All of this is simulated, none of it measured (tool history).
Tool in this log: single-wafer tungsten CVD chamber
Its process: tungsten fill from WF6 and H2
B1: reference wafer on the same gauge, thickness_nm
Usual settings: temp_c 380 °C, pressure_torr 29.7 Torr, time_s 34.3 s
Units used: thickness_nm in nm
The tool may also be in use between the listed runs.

{"run": 1, "hour": 0.0, "temp_c": 376, "pressure_torr": 32.7, "time_s": 34.3, "B1": 77.417, "thickness_nm": 79.162}
{"hour": 16.6, "done": "gauge calibrated"}
{"run": 2, "hour": 21.2, "temp_c": 376, "pressure_torr": 32.7, "time_s": 34.3, "B1": 77.387, "thickness_nm": 79.303}
{"run": 3, "hour": 38.4, "temp_c": 376, "pressure_torr": 32.7, "time_s": 34.3, "B1": 77.437, "thickness_nm": 79.258}
{"run": 4, "hour": 64.3, "temp_c": 380, "pressure_torr": 29.7, "time_s": 34.3, "B1": 77.488, "thickness_nm": 79.018}
{"run": 5, "hour": 94.4, "temp_c": 380, "pressure_torr": 29.7, "time_s": 34.3, "B1": 77.423, "thickness_nm": 79.263}
{"run": 6, "hour": 127.2, "temp_c": 380, "pressure_torr": 29.7, "time_s": 34.3, "B1": 77.384, "thickness_nm": 79.202}
{"hour": 148.4, "done": "thermocouple changed; heater temperature recalibrated"}
{"hour": 162.5, "done": "showerhead replaced"}
{"run": 7, "hour": 193.6, "temp_c": 380, "pressure_torr": 29.7, "time_s": 34.3, "B1": 77.416, "thickness_nm": 72.958}
{"hour": 208.2, "done": "capacitance manometer re-zeroed and calibrated"}
{"run": 8, "hour": 215.2, "temp_c": 380, "pressure_torr": 29.7, "time_s": 34.3, "B1": 77.351, "thickness_nm": 68.581}
{"hour": 223.9, "done": "gauge calibrated"}
{"run": 9, "hour": 272.7, "temp_c": 366, "pressure_torr": 32.2, "time_s": 30.5, "B1": 77.398, "thickness_nm": 50.533}
{"run": 10, "hour": 292.6, "temp_c": 380, "pressure_torr": 35.3, "time_s": 34.3, "B1": 77.418, "thickness_nm": 79.031}
{"run": 11, "hour": 327.1, "temp_c": 380, "pressure_torr": 29.7, "time_s": 34.3, "B1": 77.499, "thickness_nm": 69.748}
{"run": 12, "hour": 346.9, "temp_c": 380, "pressure_torr": 29.7, "time_s": 34.3, "B1": 77.385, "thickness_nm": 69.971}
{"run": 13, "hour": 370.1, "temp_c": 387, "pressure_torr": 24.3, "time_s": 30.7, "B1": 77.422, "thickness_nm": 59.375}
{"run": 14, "hour": 396.2, "temp_c": 370, "pressure_torr": 23.8, "time_s": 37.1, "B1": 77.372, "thickness_nm": 52.169}
{"run": 15, "hour": 410.8, "temp_c": 380, "pressure_torr": 29.7, "time_s": 34.3, "B1": 77.373, "thickness_nm": 70.338}
{"run": 16, "hour": 429.8, "temp_c": 380, "pressure_torr": 37.1, "time_s": 34.3, "B1": 77.423, "thickness_nm": 83.422}
{"run": 17, "hour": 459.1, "temp_c": 368, "pressure_torr": 29.7, "time_s": 36.2, "B1": 77.39, "thickness_nm": 60.164}

Forecast each of these 3 alternatives for the next run:
{"run": "A", "hour": 459.5, "temp_c": 366, "pressure_torr": 29.7, "time_s": 34.3, "B1": "?", "thickness_nm": "?"}
{"run": "B", "hour": 459.5, "temp_c": 375, "pressure_torr": 23.7, "time_s": 34.3, "B1": "?", "thickness_nm": "?"}
{"run": "C", "hour": 459.5, "temp_c": 380, "pressure_torr": 31.8, "time_s": 40.5, "B1": "?", "thickness_nm": "?"}

run=A B1=77.363 thickness_nm=55.161
run=B B1=77.363 thickness_nm=53.178
run=C B1=77.363 thickness_nm=88.792
Stripped of hidden state, with their random variation kept, the same runs would have yielded:
run=A thickness_nm=52.934
run=B thickness_nm=51.043
run=C thickness_nm=85.32
